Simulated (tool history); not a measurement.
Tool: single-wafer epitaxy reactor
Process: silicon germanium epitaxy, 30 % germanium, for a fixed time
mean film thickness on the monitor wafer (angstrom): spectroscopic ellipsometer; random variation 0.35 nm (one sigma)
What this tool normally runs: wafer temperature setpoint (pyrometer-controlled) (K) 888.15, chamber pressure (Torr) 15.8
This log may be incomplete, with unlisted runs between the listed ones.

| run | hour | wafer temperature setpoint (pyrometer-controlled) (K) | chamber pressure (Torr) | wafers since the last listed run | hours since the last pyrometer calibration | hours since the last manometer calibration | hours since the showerhead was replaced | hours since the gauge calibration | read-back reference wafer on the same gauge, thickness_nm | mean film thickness on the monitor wafer (angstrom) |
|---|---|---|---|---|---|---|---|---|---|---|
| 1 | 0 | 888.15 | 15.8 | 0 | 773.4 | 2075.4 | 4050.1 | 128.2 | 69.002 | 679.29 |
| 2 | 181.4 | 888.15 | 15.8 | 3031 | 954.8 | 2256.8 | 4231.5 | 309.6 | 68.871 | 673.59 |
| 3 | 242.8 | 888.15 | 15.8 | 1026 | 1016.2 | 2318.2 | 4292.9 | 371 | 68.717 | 682.59 |
| 4 | 292.3 | 888.15 | 15.8 | 827 | 1065.7 | 2367.7 | 4342.4 | 420.5 | 68.896 | 675.38 |
| 5 | 317.2 | 888.15 | 17.6 | 416 | 1090.6 | 2392.6 | 4367.3 | 445.4 | 68.846 | 718.69 |
| 6 | 380.6 | 888.15 | 17.6 | 1059 | 1154 | 2456 | 4430.7 | 508.8 | 68.895 | 717.77 |
| 7 | 421.1 | 888.15 | 17.6 | 676 | 1194.5 | 2496.5 | 4471.2 | 549.3 | 68.904 | 717.97 |
| 8 | 481.9 | 888.15 | 15.8 | 1016 | 1255.3 | 2557.3 | 4532 | 610.1 | 68.879 | 680.69 |
| 9 | 528.8 | 878.15 | 15.8 | 783 | 1302.2 | 2604.2 | 4578.9 | 657 | 68.859 | 561.74 |
|  | 571.5 | showerhead replaced |
| 10 | 598.8 | 897.15 | 13.6 | 1036 | 1372.2 | 2674.2 | 27.3 | 727 | 68.88 | 739.81 |
| 11 | 634.4 | 897.15 | 13.6 | 594 | 1407.8 | 2709.8 | 62.9 | 762.6 | 68.91 | 743.48 |
| 12 | 679.1 | 897.15 | 13.6 | 747 | 1452.5 | 2754.5 | 107.6 | 807.3 | 68.717 | 743.05 |
| 13 | 715.6 | 879.15 | 13.3 | 610 | 1489 | 2791 | 144.1 | 843.8 | 68.904 | 527.48 |
| 14 | 858.8 | 881.15 | 17.7 | 2393 | 1632.2 | 2934.2 | 287.3 | 987 | 68.891 | 631.12 |
| 15 | 911.6 | 874.15 | 14.2 | 882 | 1685 | 2987 | 340.1 | 1039.8 | 68.916 | 490.56 |
|  | 946.2 | gauge calibrated |
| 16 | 950.7 | 896.15 | 13.4 | 653 | 1724.1 | 3026.1 | 379.2 | 4.5 | 68.808 | 723.97 |
| 17 | 995.8 | 892.15 | 18.3 | 753 | 1769.2 | 3071.2 | 424.3 | 49.6 | 68.941 | 789.04 |
|  | 1005.5 | pyrometer calibrated |
|  | 1012.2 | capacitance manometer re-zeroed and calibrated |
| 18 | 1059.5 | 900.15 | 13.3 | 818 | 54 | 47.3 | 488 | 113.3 | 68.895 | 774.66 |
| 19 | 1103.6 | 888.15 | 15.8 | 737 | 98.1 | 91.4 | 532.1 | 157.4 | 68.854 | 677.12 |
| 20 | 1156.1 | 888.15 | 13.8 | 877 | 150.6 | 143.9 | 584.6 | 209.9 | 68.856 | 633.31 |
| 21 | 1222.7 | 888.15 | 17.6 | 1113 | 217.2 | 210.5 | 651.2 | 276.5 | 69.083 | 726.07 |
| 22 | 1289 | 899.15 | 18.5 | 1108 | 283.5 | 276.8 | 717.5 | 342.8 | 68.84 | 906.27 |
| 23 | 1351.8 | 888.15 | 15.8 | 1049 | 346.3 | 339.6 | 780.3 | 405.6 | 68.86 | 678.21 |
| 24 | 1409 | 888.15 | 18.1 | 955 | 403.5 | 396.8 | 837.5 | 462.8 | 68.819 | 723.21 |
| 25 | 1469.7 | 894.15 | 12.4 | 1014 | 464.2 | 457.5 | 898.2 | 523.5 | 68.9 | 665.24 |

Forecast each of these 3 alternatives for the next run:
| A | 1470.1 | 888.15 | 15.8 | 6 | 464.6 | 457.9 | 898.6 | 523.9 | ? | ? |
| B | 1470.1 | 893.15 | 14.4 | 6 | 464.6 | 457.9 | 898.6 | 523.9 | ? | ? |
| C | 1470.1 | 881.15 | 18.4 | 6 | 464.6 | 457.9 | 898.6 | 523.9 | ? | ? |

| run | read-back reference wafer on the same gauge, thickness_nm | mean film thickness on the monitor wafer (angstrom) |
|---|---|---|
| A | 68.766 | 677.7 |
| B | 68.766 | 708.24 |
| C | 68.766 | 641.73 |
The same runs, with their run-to-run variation unchanged, on a tool lacking any hidden condition would have given:
| run | mean film thickness on the monitor wafer (angstrom) |
|---|---|
| A | 677.7 |
| B | 708.24 |
| C | 641.73 |
